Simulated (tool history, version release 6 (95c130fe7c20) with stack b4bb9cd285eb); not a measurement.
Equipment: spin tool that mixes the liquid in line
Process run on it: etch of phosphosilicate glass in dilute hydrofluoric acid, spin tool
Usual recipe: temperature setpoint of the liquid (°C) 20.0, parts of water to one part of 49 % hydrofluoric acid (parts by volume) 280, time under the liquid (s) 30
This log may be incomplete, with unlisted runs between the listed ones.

run,hour,temperature setpoint of the liquid (°C),parts of water to one part of 49 % hydrofluoric acid (parts by volume),time under the liquid (s),wafers since the last listed run,hours since the thermometer was replaced,hours since the hydrofluoric acid flow meter was replaced,hours since the gauge calibration,"read-back film thickness of the phosphosilicate glass reference wafer, read on the same gauge (nm)",thickness taken off the phosphosilicate glass on a monitor wafer (Å)
1,0.0,20.0,280,40,0,467.2,1984.3,588.1,99.999,43.63
2,10.2,20.0,280,30,125,477.4,1994.5,598.3,100.008,32.14
3,22.8,20.0,280,30,154,490.0,2007.1,610.9,100.013,32.62
# hour 32.3: thermometer replaced
4,64.7,20.0,280,30,502,32.4,2049.0,652.8,100.021,34.69
5,80.1,20.0,280,30,189,47.8,2064.4,668.2,100.019,34.41
6,94.0,20.0,280,30,170,61.7,2078.3,682.1,100.001,34.21
7,117.5,20.0,280,30,288,85.2,2101.8,705.6,99.985,34.10
8,125.5,20.0,280,30,98,93.2,2109.8,713.6,100.023,33.88
9,135.9,17.0,170,20,127,103.6,2120.2,724.0,100.005,37.43
# hour 146.4: gauge calibrated
10,152.0,20.0,280,25,197,119.7,2136.3,5.6,99.996,28.15
11,158.9,17.0,280,30,84,126.6,2143.2,12.5,99.978,30.17
12,174.0,20.0,340,40,185,141.7,2158.3,27.6,99.989,34.81
# hour 178.7: hydrofluoric acid flow meter replaced
13,184.9,17.0,170,20,121,152.6,6.2,38.5,100.034,45.12
14,194.9,24.0,145,15,122,162.6,16.2,48.5,99.973,53.94
15,211.2,20.0,280,30,200,178.9,32.5,64.8,99.968,40.89
16,229.0,20.0,390,30,218,196.7,50.3,82.6,99.992,27.26
17,235.0,23.0,200,45,73,202.7,56.3,88.6,100.009,104.01
18,250.5,20.0,280,20,190,218.2,71.8,104.1,100.000,27.56
19,259.8,20.0,390,40,114,227.5,81.1,113.4,100.007,35.77
20,273.3,23.0,180,20,165,241.0,94.6,126.9,99.986,52.20
21,281.4,20.0,355,50,99,249.1,102.7,135.0,100.022,50.77
22,291.4,22.0,155,35,122,259.1,112.7,145.0,100.014,104.99
23,299.9,23.5,280,20,104,267.6,121.2,153.5,100.014,30.52
24,306.4,22.0,280,15,79,274.1,127.7,160.0,100.016,21.68
25,315.5,24.5,280,20,111,283.2,136.8,169.1,100.003,31.38
26,329.5,20.0,280,45,171,297.2,150.8,183.1,100.006,59.64
27,343.2,20.0,280,30,168,310.9,164.5,196.8,100.007,40.37
28,350.6,20.0,280,30,90,318.3,171.9,204.2,99.997,40.36
29,358.0,17.0,405,30,90,325.7,179.3,211.6,99.991,22.63
30,371.0,20.0,280,30,159,338.7,192.3,224.6,100.026,39.66
31,378.9,23.5,395,15,96,346.6,200.2,232.5,99.984,14.31
32,388.3,20.0,280,30,115,356.0,209.6,241.9,100.016,39.15

Alternative continuations, all from the tool just after run 32; predict every row:
A,388.7,25.0,280,30,4,356.4,210.0,242.3,?,?
B,388.7,20.0,415,35,4,356.4,210.0,242.3,?,?
C,388.7,20.0,370,30,4,356.4,210.0,242.3,?,?
D,388.7,22.0,150,40,4,356.4,210.0,242.3,?,?

run,"read-back film thickness of the phosphosilicate glass reference wafer, read on the same gauge (nm)",thickness taken off the phosphosilicate glass on a monitor wafer (Å)
A,99.995,47.07
B,99.995,27.56
C,99.995,27.48
D,99.995,119.37
Without the tool's hidden state the same runs would have given:
run,thickness taken off the phosphosilicate glass on a monitor wafer (Å)
A,52.66
B,30.85
C,30.79
D,134.47
